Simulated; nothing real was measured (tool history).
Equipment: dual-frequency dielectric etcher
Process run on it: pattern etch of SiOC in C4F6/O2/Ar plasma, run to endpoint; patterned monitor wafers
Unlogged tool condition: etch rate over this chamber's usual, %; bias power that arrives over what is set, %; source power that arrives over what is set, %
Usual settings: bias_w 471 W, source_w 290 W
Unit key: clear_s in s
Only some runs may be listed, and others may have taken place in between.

run	hour	bias_w	source_w	wafers since the last listed run	hours since the last wet clean	hours since the last bias power generator calibration	hours since the last source power generator calibration	hours since the last upper electrode change	incoming incoming film thickness, nm	clear_s
1	0.0	471	290	0	321.1	2494.7	2830.1	2624.1	30.16	12.0
# hour 125.5: wet clean of the chamber
2	215.0	471	290	2103	89.5	2709.7	3045.1	2839.1	30.47	11.9
3	334.9	471	290	1320	209.4	2829.6	3165.0	2959.0	30.09	11.9
4	394.6	471	290	657	269.1	2889.3	3224.7	3018.7	30.38	12.0
# hour 456.5: upper electrode replaced
5	491.3	471	290	800	365.8	2986.0	3321.4	34.8	30.24	12.0
# hour 505.3: bias power generator calibrated
# hour 579.1: wet clean of the chamber
6	579.6	471	290	664	0.5	74.3	3409.7	123.1	30.48	12.2
7	611.0	471	290	345	31.9	105.7	3441.1	154.5	30.10	12.1
8	683.5	471	290	798	104.4	178.2	3513.6	227.0	30.34	12.2
9	783.2	471	290	1098	204.1	277.9	3613.3	326.7	30.44	12.2
10	884.8	397	250	1119	305.7	379.5	3714.9	428.3	30.02	14.0
# hour 953.9: source power generator calibrated
# hour 964.1: wet clean of the chamber
11	992.1	435	240	1026	28.0	486.8	38.2	535.6	30.53	13.8
12	1087.3	513	220	1048	123.2	582.0	133.4	630.8	30.21	13.1

Predict the results of run 13:
13	1221.7	423	250	1480	257.6	716.4	267.8	765.2	30.10	?

clear_s: 13.5 s
If the tool had no hidden condition, the same run with the same run-to-run variation would have returned clear_s 13.5 s.
